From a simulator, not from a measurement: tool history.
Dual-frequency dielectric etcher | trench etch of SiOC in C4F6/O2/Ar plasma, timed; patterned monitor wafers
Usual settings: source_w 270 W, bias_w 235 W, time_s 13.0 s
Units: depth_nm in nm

| run | hour | source_w | bias_w | time_s | wafers since the last listed run | hours since the last wet clean | hours since the last source power generator calibration | hours since the last bias power generator calibration | hours since the last upper electrode change | hours since the gauge calibration | read-back reference wafer on the same gauge, depth_nm | depth_nm |
|---|---|---|---|---|---|---|---|---|---|---|---|---|
| 1 | 0.0 | 270 | 235 | 13.0 | 0 | 130.4 | 1657.3 | 3094.8 | 2667.0 | 140.4 | 23.19 | 24.93 |
| 2 | 9.8 | 270 | 235 | 13.0 | 126 | 140.2 | 1667.1 | 3104.6 | 2676.8 | 150.2 | 23.19 | 25.01 |
|  | 10.4 | gauge calibrated |
| 3 | 17.3 | 270 | 235 | 13.0 | 96 | 147.7 | 1674.6 | 3112.1 | 2684.3 | 6.9 | 23.22 | 25.03 |
| 4 | 28.0 | 270 | 253 | 12.0 | 137 | 158.4 | 1685.3 | 3122.8 | 2695.0 | 17.6 | 23.20 | 23.65 |
| 5 | 70.5 | 270 | 253 | 12.0 | 547 | 200.9 | 1727.8 | 3165.3 | 2737.5 | 60.1 | 23.20 | 23.82 |
|  | 94.5 | upper electrode replaced |
|  | 96.4 | source power generator calibrated |
| 6 | 96.9 | 270 | 235 | 13.0 | 6 | 227.3 | 0.5 | 3191.7 | 2.4 | 86.5 | 23.20 | 25.18 |
| 7 | 97.2 | 270 | 235 | 13.0 | 3 | 227.6 | 0.8 | 3192.0 | 2.7 | 86.8 | 23.21 | 25.17 |
|  | 108.3 | bias power generator calibrated |
| 8 | 110.4 | 270 | 235 | 13.0 | 118 | 240.8 | 14.0 | 2.1 | 15.9 | 100.0 | 23.21 | 25.13 |
| 9 | 127.5 | 270 | 235 | 13.0 | 220 | 257.9 | 31.1 | 19.2 | 33.0 | 117.1 | 23.19 | 25.20 |
| 10 | 145.4 | 270 | 235 | 13.0 | 230 | 275.8 | 49.0 | 37.1 | 50.9 | 135.0 | 23.20 | 25.35 |
| 11 | 158.4 | 270 | 235 | 13.0 | 167 | 288.8 | 62.0 | 50.1 | 63.9 | 148.0 | 23.18 | 25.33 |
|  | 162.2 | gauge calibrated |
| 12 | 172.2 | 270 | 235 | 13.0 | 177 | 302.6 | 75.8 | 63.9 | 77.7 | 10.0 | 23.19 | 25.33 |
| 13 | 184.0 | 320 | 235 | 13.0 | 152 | 314.4 | 87.6 | 75.7 | 89.5 | 21.8 | 23.21 | 26.45 |
|  | 209.4 | wet clean of the chamber |
| 14 | 209.9 | 270 | 235 | 13.0 | 24 | 0.5 | 113.5 | 101.6 | 115.4 | 47.7 | 23.18 | 24.23 |
| 15 | 210.2 | 300 | 287 | 16.0 | 3 | 0.8 | 113.8 | 101.9 | 115.7 | 48.0 | 23.21 | 32.89 |
| 16 | 217.4 | 200 | 286 | 11.5 | 92 | 8.0 | 121.0 | 109.1 | 122.9 | 55.2 | 23.21 | 21.66 |
| 17 | 224.4 | 240 | 235 | 15.5 | 90 | 15.0 | 128.0 | 116.1 | 129.9 | 62.2 | 23.21 | 28.30 |
| 18 | 232.9 | 270 | 235 | 13.0 | 109 | 23.5 | 136.5 | 124.6 | 138.4 | 70.7 | 23.22 | 24.42 |
| 19 | 247.5 | 270 | 217 | 13.0 | 188 | 38.1 | 151.1 | 139.2 | 153.0 | 85.3 | 23.23 | 23.76 |
| 20 | 260.3 | 270 | 188 | 17.0 | 164 | 50.9 | 163.9 | 152.0 | 165.8 | 98.1 | 23.19 | 29.63 |
| 21 | 266.3 | 270 | 219 | 13.0 | 77 | 56.9 | 169.9 | 158.0 | 171.8 | 104.1 | 23.19 | 23.96 |

Forecast each of these 4 alternatives for the next run:
| A | 266.7 | 330 | 235 | 13.0 | 5 | 57.3 | 170.3 | 158.4 | 172.2 | 104.5 | ? | ? |
| B | 266.7 | 230 | 254 | 16.5 | 5 | 57.3 | 170.3 | 158.4 | 172.2 | 104.5 | ? | ? |
| C | 266.7 | 270 | 182 | 9.5 | 5 | 57.3 | 170.3 | 158.4 | 172.2 | 104.5 | ? | ? |
| D | 266.7 | 250 | 286 | 10.5 | 5 | 57.3 | 170.3 | 158.4 | 172.2 | 104.5 | ? | ? |

| run | read-back reference wafer on the same gauge, depth_nm | depth_nm |
|---|---|---|
| A | 23.22 | 25.70 |
| B | 23.22 | 30.75 |
| C | 23.22 | 16.43 |
| D | 23.22 | 20.78 |
Without the tool's hidden state the same runs would have given:
| run | depth_nm |
|---|---|
| A | 25.64 |
| B | 30.68 |
| C | 16.39 |
| D | 20.73 |
